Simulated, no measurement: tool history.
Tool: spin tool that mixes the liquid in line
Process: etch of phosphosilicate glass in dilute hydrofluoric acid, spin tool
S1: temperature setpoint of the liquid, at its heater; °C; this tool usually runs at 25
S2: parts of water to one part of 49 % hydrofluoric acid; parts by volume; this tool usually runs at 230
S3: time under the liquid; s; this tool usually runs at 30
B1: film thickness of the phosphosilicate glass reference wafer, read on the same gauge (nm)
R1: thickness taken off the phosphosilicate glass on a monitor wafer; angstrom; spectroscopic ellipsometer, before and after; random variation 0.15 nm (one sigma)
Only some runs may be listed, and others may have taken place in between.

run   hour    S1   S2  S3     B1     R1
  1      0    25  230  30  69.99  246.6
  2   12.3    25  230  30  70.01  247.1
  3   26.7    25  230  30  70.01  247.3
  4   39.6    25  230  30     70  248.1
  5   47.3    25  230  30  69.99  246.3
  6   57.1    25  230  30     70  248.9
  7   74.7    25  230  30  70.02  248.7
  8   81.2    25  285  30  70.03  189.1
  9   91.6    25  230  30  70.04  246.5
 10  107.5  28.5  285  30  70.01  211.6
 11  118.1  28.5  285  30  69.98  212.2
 12  166.2    25  230  30  70.05    248
 13  173.2    25  230  30  69.94    252
 14    181    25  230  30  69.99  229.8
 15  190.2    25  230  30  69.98  231.1
 16  203.5    25  230  30  70.02  229.9
 17  216.9    25  230  30  69.99  230.1
 18  228.5  26.5  230  15  70.02  120.2
 19  238.4    25  190  30     70  288.9
 20  250.7  22.5  275  20  70.02  110.8
 21    258    25  230  30     70  228.3
 22  264.5    25  230  30  69.99    231
 23    281    25  230  50  69.96    385
 24  289.7  29.5  285  25  70.02  169.4
 25  295.7    25  150  50     70  644.4
 26  303.3    25  230  30  69.98  231.6
 27  309.8  26.5  345  30  70.01  143.8
 28  323.1    27  325  30  69.97  159.4
 29  337.6  23.5  260  30  70.06  188.3
 30  351.7    25  340  30  69.96  140.7
 31  367.4  28.5  300  20  70.02  123.5
 32  380.8    25  150  30  69.99  393.5
 33  388.2    25  230  30     70  233.5
 34  401.1    25  145  30  70.04  408.6

Put back what was entered between runs (4 entries, withheld): which listed runs does each sit between, and how does the hidden state differ from the listed run before to the listed run after?
After run 1, before run 2: gauge calibrated (hour 0.9)
  liquid hotter than its thermometer reads (K): 2.31 -> 2.33
  what was measured, less what the result would be without the hidden state, R1: +19.3 -> +19.6 angstrom
After run 11, before run 12: hydrofluoric acid flow meter replaced (hour 131.6)
  liquid hotter than its thermometer reads (K): 2.51 -> 2.59
  what was measured, less what the result would be without the hidden state, R1: +16.7 -> +21.6 angstrom
After run 13, before run 14: thermometer replaced (hour 177.9)
  liquid hotter than its thermometer reads (K): 2.6 -> 0.19
  what was measured, less what the result would be without the hidden state, R1: +22.1 -> +1.5 angstrom
After run 22, before run 23: gauge calibrated (hour 274.1)
  liquid hotter than its thermometer reads (K): 0.329 -> 0.357
  what was measured, less what the result would be without the hidden state, R1: +2.7 -> +5 angstrom

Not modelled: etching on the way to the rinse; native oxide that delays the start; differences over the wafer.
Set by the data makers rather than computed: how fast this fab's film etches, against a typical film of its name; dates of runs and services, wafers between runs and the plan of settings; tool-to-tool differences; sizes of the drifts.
